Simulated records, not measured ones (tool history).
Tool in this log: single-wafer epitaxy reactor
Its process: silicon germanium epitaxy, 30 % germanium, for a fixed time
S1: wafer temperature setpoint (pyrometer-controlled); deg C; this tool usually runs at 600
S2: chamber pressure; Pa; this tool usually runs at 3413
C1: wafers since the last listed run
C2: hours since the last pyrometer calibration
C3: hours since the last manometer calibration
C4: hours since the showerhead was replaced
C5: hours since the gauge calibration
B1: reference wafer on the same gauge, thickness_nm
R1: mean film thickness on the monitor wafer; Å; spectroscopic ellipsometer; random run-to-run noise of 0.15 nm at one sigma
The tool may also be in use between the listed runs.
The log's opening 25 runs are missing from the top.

run     day   S1    S2    C1     C2      C3      C4     C5      B1      R1
 26  70.471  590  3853   427  353.7  1120.5   632.6    200  69.618  589.69
 27  71.488  600  3413   260  378.1  1144.9     657  224.4  69.552  692.98
 28  76.488  600  4160  1282  498.1  1264.9     777  344.4  69.626  746.37
 29  79.188  611  2840   692  562.9  1329.7   841.8  409.2  69.583  822.38
 30  80.479  611  4040   331  593.9  1360.7   872.8  440.2  69.583  922.76
 31  82.838  613  3200   604  650.5  1417.3   929.4  496.8  69.603  893.84
 32  84.583  593  3960   447  692.4  1459.2   971.3  538.7  69.582  637.97
 33  86.154  613  3693   402  730.1  1496.9    1009  576.4  69.593  939.21
 34  88.017  604  3413   477  774.8  1541.6  1053.7  621.1   69.61  764.66
 35  90.762  593  2680   704  840.7  1607.5  1119.6    687  69.638  567.89

Alternative continuations, all from the tool just after run 35; predict every row:
  A  90.779  600  2786   4  841.1  1607.9  1120  687.4   ?   ?
  B  90.779  593  3413   4  841.1  1607.9  1120  687.4   ?   ?
  C  90.779  590  3013   4  841.1  1607.9  1120  687.4   ?   ?
  D  90.779  586  4040   4  841.1  1607.9  1120  687.4   ?   ?

run      B1      R1
  A  69.603  661.74
  B  69.603  610.02
  C  69.603  550.39
  D  69.603  555.88
What these runs would have given with no unlogged condition in the tool:
run      R1
  A  632.81
  B  583.12
  C  526.04
  D  531.17
